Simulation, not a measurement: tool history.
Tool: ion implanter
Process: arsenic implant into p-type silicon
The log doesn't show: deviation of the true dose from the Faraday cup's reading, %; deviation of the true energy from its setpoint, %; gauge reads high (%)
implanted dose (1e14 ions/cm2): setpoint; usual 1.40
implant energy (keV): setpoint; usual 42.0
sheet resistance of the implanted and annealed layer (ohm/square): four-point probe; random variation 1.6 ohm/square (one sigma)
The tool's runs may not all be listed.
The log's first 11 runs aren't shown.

run,day,implanted dose (1e14 ions/cm2),implant energy (keV),wafers since the last listed run,hours since the last dose calibration,hours since the extraction supply was calibrated,hours since the gauge calibration,"read-back reference wafer on the same gauge, sheet resistance",sheet resistance of the implanted and annealed layer (ohm/square)
12,6.875,1.17,36.5,191,1414.5,2615.1,23.7,581.42,610.03
# day 7.400: Faraday cup replaced and dose calibrated
13,7.533,1.40,55.5,112,3.2,2630.9,39.5,581.54,486.62
14,7.904,1.40,42.0,127,12.1,2639.8,48.4,580.69,509.15
15,8.283,1.03,48.5,130,21.2,2648.9,57.5,580.43,612.78
16,9.954,1.40,51.5,576,61.3,2689.0,97.6,580.59,490.82
17,10.283,1.17,42.0,113,69.2,2696.9,105.5,581.04,576.03
18,10.950,1.01,27.5,230,85.2,2712.9,121.5,580.64,690.65
19,11.700,1.40,42.0,258,103.2,2730.9,139.5,580.26,510.13
20,12.029,1.60,56.5,113,111.1,2738.8,147.4,580.99,443.72
21,12.300,1.05,29.0,93,117.6,2745.3,153.9,581.97,665.81
22,12.967,1.40,42.0,230,133.6,2761.3,169.9,580.78,513.98
23,13.467,1.06,56.5,172,145.6,2773.3,181.9,580.99,585.66
24,13.858,1.78,50.0,135,155.0,2782.7,191.3,580.82,419.31
25,14.383,1.28,42.0,181,167.6,2795.3,203.9,581.17,544.66
# day 15.221: extraction supply calibrated
26,15.242,1.40,50.5,181,188.2,0.5,224.5,580.47,497.18
27,15.808,1.75,28.5,195,201.8,14.1,238.1,580.95,466.96
28,16.121,1.04,29.5,107,209.3,21.6,245.6,581.15,671.27
29,16.408,1.40,42.0,99,216.2,28.5,252.5,580.04,513.68
30,17.146,1.40,42.0,254,233.9,46.2,270.2,581.71,513.20
31,17.425,1.63,29.5,96,240.6,52.9,276.9,580.91,489.98
32,17.975,1.05,42.0,189,253.8,66.1,290.1,580.85,618.01

Forecast run 33:
33,18.588,1.08,54.5,211,268.5,80.8,304.8,?,?

{"run 33": {"read-back reference wafer on the same gauge, sheet resistance": 580.86, "sheet resistance of the implanted and annealed layer (ohm/square)": 580.84}}
Without the tool's hidden state the same run would have given sheet resistance of the implanted and annealed layer (ohm/square) 580.39.
